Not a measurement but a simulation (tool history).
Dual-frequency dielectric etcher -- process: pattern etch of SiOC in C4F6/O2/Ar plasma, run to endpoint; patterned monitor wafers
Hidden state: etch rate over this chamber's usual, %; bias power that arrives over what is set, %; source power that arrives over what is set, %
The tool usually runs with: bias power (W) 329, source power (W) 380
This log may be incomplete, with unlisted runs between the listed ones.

| run | hour | bias power (W) | source power (W) | wafers since the last listed run | hours since the last wet clean | hours since the last bias power generator calibration | hours since the last source power generator calibration | hours since the last upper electrode change | incoming incoming film thickness, nm | endpoint time (s) |
|---|---|---|---|---|---|---|---|---|---|---|
| 1 | 0 | 289 | 380 | 0 | 143.2 | 946.3 | 1077.6 | 5165.9 | 28.67 | 11 |
| 2 | 23.7 | 272 | 310 | 370 | 166.9 | 970 | 1101.3 | 5189.6 | 28.43 | 12.5 |
| 3 | 111.3 | 272 | 310 | 1367 | 254.5 | 1057.6 | 1188.9 | 5277.2 | 28.62 | 12.5 |
| 4 | 134.9 | 272 | 310 | 368 | 278.1 | 1081.2 | 1212.5 | 5300.8 | 28.51 | 12.6 |
| 5 | 164.9 | 329 | 380 | 468 | 308.1 | 1111.2 | 1242.5 | 5330.8 | 28.82 | 10.7 |
| 6 | 183 | 329 | 380 | 282 | 326.2 | 1129.3 | 1260.6 | 5348.9 | 28.79 | 10.6 |
| 7 | 215 | 329 | 380 | 499 | 358.2 | 1161.3 | 1292.6 | 5380.9 | 28.63 | 10.7 |
|  | 251.8 | wet clean of the chamber |
| 8 | 252.3 | 274 | 380 | 207 | 0.5 | 1198.6 | 1329.9 | 5418.2 | 28.65 | 11.2 |
| 9 | 277.5 | 274 | 380 | 393 | 25.7 | 1223.8 | 1355.1 | 5443.4 | 28.6 | 11.3 |
| 10 | 310 | 329 | 420 | 507 | 58.2 | 1256.3 | 1387.6 | 5475.9 | 28.81 | 10.1 |
| 11 | 332.6 | 329 | 420 | 352 | 80.8 | 1278.9 | 1410.2 | 5498.5 | 28.58 | 10 |
| 12 | 367.5 | 329 | 420 | 544 | 115.7 | 1313.8 | 1445.1 | 5533.4 | 28.78 | 10.2 |
| 13 | 386.9 | 329 | 380 | 302 | 135.1 | 1333.2 | 1464.5 | 5552.8 | 28.92 | 10.7 |
| 14 | 417.4 | 329 | 440 | 476 | 165.6 | 1363.7 | 1495 | 5583.3 | 28.9 | 10.1 |
|  | 464.7 | upper electrode replaced |
| 15 | 465.2 | 271 | 450 | 371 | 213.4 | 1411.5 | 1542.8 | 0.5 | 28.4 | 10.3 |
| 16 | 480.6 | 329 | 300 | 240 | 228.8 | 1426.9 | 1558.2 | 15.9 | 28.78 | 12.1 |
| 17 | 515.1 | 297 | 460 | 538 | 263.3 | 1461.4 | 1592.7 | 50.4 | 28.85 | 10 |
|  | 522.4 | source power generator calibrated |
| 18 | 538.2 | 358 | 460 | 298 | 286.4 | 1484.5 | 15.8 | 73.5 | 28.52 | 9.4 |
| 19 | 562.5 | 364 | 290 | 379 | 310.7 | 1508.8 | 40.1 | 97.8 | 28.55 | 11.7 |
|  | 608.4 | wet clean of the chamber |
| 20 | 608.9 | 329 | 470 | 349 | 0.5 | 1555.2 | 86.5 | 144.2 | 28.6 | 9.5 |
| 21 | 611.8 | 397 | 350 | 45 | 3.4 | 1558.1 | 89.4 | 147.1 | 28.6 | 10.3 |
| 22 | 639.6 | 248 | 410 | 434 | 31.2 | 1585.9 | 117.2 | 174.9 | 28.56 | 11.2 |
| 23 | 667.5 | 329 | 450 | 435 | 59.1 | 1613.8 | 145.1 | 202.8 | 28.94 | 9.8 |
| 24 | 684.7 | 329 | 380 | 268 | 76.3 | 1631 | 162.3 | 220 | 28.55 | 10.6 |
| 25 | 702.3 | 361 | 320 | 274 | 93.9 | 1648.6 | 179.9 | 237.6 | 28.9 | 11.2 |
|  | 720.7 | bias power generator calibrated |
| 26 | 733.3 | 329 | 450 | 421 | 124.9 | 12.6 | 210.9 | 268.6 | 28.88 | 9.7 |
| 27 | 762.4 | 298 | 290 | 454 | 154 | 41.7 | 240 | 297.7 | 28.68 | 12.7 |
| 28 | 782.1 | 293 | 420 | 307 | 173.7 | 61.4 | 259.7 | 317.4 | 28.77 | 10.6 |
| 29 | 795.5 | 329 | 380 | 209 | 187.1 | 74.8 | 273.1 | 330.8 | 28.53 | 10.6 |
| 30 | 819 | 402 | 430 | 366 | 210.6 | 98.3 | 296.6 | 354.3 | 28.8 | 9.3 |
| 31 | 841.5 | 329 | 380 | 351 | 233.1 | 120.8 | 319.1 | 376.8 | 28.51 | 10.6 |
| 32 | 864.4 | 289 | 380 | 357 | 256 | 143.7 | 342 | 399.7 | 28.84 | 11.2 |
| 33 | 891 | 364 | 380 | 415 | 282.6 | 170.3 | 368.6 | 426.3 | 29.02 | 10.3 |
| 34 | 921.5 | 248 | 410 | 476 | 313.1 | 200.8 | 399.1 | 456.8 | 28.69 | 11.2 |
|  | 948.3 | wet clean of the chamber |
| 35 | 948.8 | 329 | 380 | 51 | 0.5 | 228.1 | 426.4 | 484.1 | 28.77 | 10.7 |
| 36 | 963.4 | 329 | 380 | 227 | 15.1 | 242.7 | 441 | 498.7 | 28.49 | 10.5 |

Describe how what the log doesn't record of the tool's condition differs between the last listed run preceding each entry between runs and the first listed run following it.
Run 7 -> run 8: wet clean of the chamber (hour 251.8)
  no hidden state differs between the two runs
Run 14 -> run 15: upper electrode replaced (hour 464.7)
  no hidden state differs between the two runs
Run 17 -> run 18: source power generator calibrated (hour 522.4)
  no hidden state differs between the two runs
Run 19 -> run 20: wet clean of the chamber (hour 608.4)
  no hidden state differs between the two runs
Run 25 -> run 26: bias power generator calibrated (hour 720.7)
  no hidden state differs between the two runs
Run 34 -> run 35: wet clean of the chamber (hour 948.3)
  no hidden state differs between the two runs
